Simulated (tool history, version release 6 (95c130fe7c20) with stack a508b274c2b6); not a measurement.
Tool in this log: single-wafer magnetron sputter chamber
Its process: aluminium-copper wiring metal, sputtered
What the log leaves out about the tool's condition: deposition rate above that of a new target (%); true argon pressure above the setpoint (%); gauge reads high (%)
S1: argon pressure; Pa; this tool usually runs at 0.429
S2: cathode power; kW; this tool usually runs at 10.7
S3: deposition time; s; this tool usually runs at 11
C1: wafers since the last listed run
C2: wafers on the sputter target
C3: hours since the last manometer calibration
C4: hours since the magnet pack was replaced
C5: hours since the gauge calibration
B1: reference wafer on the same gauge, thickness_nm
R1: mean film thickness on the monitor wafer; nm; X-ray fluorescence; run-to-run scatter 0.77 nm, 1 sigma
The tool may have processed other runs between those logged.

| run | hour | S1 | S2 | S3 | C1 | C2 | C3 | C4 | C5 | B1 | R1 |
|---|---|---|---|---|---|---|---|---|---|---|---|
| 1 | 0 | 0.293 | 10.7 | 9.9 | 0 | 2650 | 2512.9 | 4287.8 | 247.2 | 199.378 | 197.22 |
| 2 | 15.9 | 0.293 | 10.7 | 9.9 | 404 | 3054 | 2528.8 | 4303.7 | 263.1 | 199.608 | 197.044 |
|  | 30.2 | sputter target and shields replaced |
| 3 | 31 | 0.293 | 10.7 | 9.9 | 180 | 20 | 2543.9 | 4318.8 | 278.2 | 199.534 | 195.453 |
| 4 | 63.5 | 0.484 | 12.4 | 11 | 825 | 846 | 2576.4 | 4351.3 | 310.7 | 199.602 | 230.406 |
| 5 | 93.7 | 0.484 | 12.4 | 11 | 767 | 1613 | 2606.6 | 4381.5 | 340.9 | 199.988 | 231.975 |
| 6 | 107.4 | 0.484 | 12.4 | 11 | 348 | 1961 | 2620.3 | 4395.2 | 354.6 | 200.363 | 230.87 |
| 7 | 131.5 | 0.429 | 11.5 | 9.7 | 612 | 2574 | 2644.4 | 4419.3 | 378.7 | 200.331 | 195.872 |
|  | 171.3 | sputter target and shields replaced |
| 8 | 171.8 | 0.429 | 10.7 | 11 | 820 | 11 | 2684.7 | 4459.6 | 419 | 200.727 | 207.324 |
| 9 | 181.2 | 0.429 | 10.7 | 11 | 238 | 250 | 2694.1 | 4469 | 428.4 | 200.769 | 206.553 |
| 10 | 194.7 | 0.429 | 10.7 | 11 | 343 | 593 | 2707.6 | 4482.5 | 441.9 | 200.924 | 207.134 |
| 11 | 220.8 | 0.289 | 9.2 | 9.9 | 663 | 1256 | 2733.7 | 4508.6 | 468 | 201.357 | 169.666 |
|  | 237.3 | capacitance manometer re-zeroed and calibrated |
| 12 | 240.4 | 0.516 | 10.7 | 11 | 294 | 1551 | 3.1 | 4528.2 | 487.6 | 201.425 | 198.57 |
| 13 | 273 | 0.429 | 8.6 | 12.9 | 828 | 2380 | 35.7 | 4560.8 | 520.2 | 201.863 | 196.454 |

What will run 14 give?
| 14 | 289.6 | 0.321 | 9.95 | 12 | 421 | 2801 | 52.3 | 4577.4 | 536.8 | ? | ? |

B1: 202.244
R1: 221.523 nm
Had the tool carried no hidden state, the very same run would have given R1 218.303 nm.

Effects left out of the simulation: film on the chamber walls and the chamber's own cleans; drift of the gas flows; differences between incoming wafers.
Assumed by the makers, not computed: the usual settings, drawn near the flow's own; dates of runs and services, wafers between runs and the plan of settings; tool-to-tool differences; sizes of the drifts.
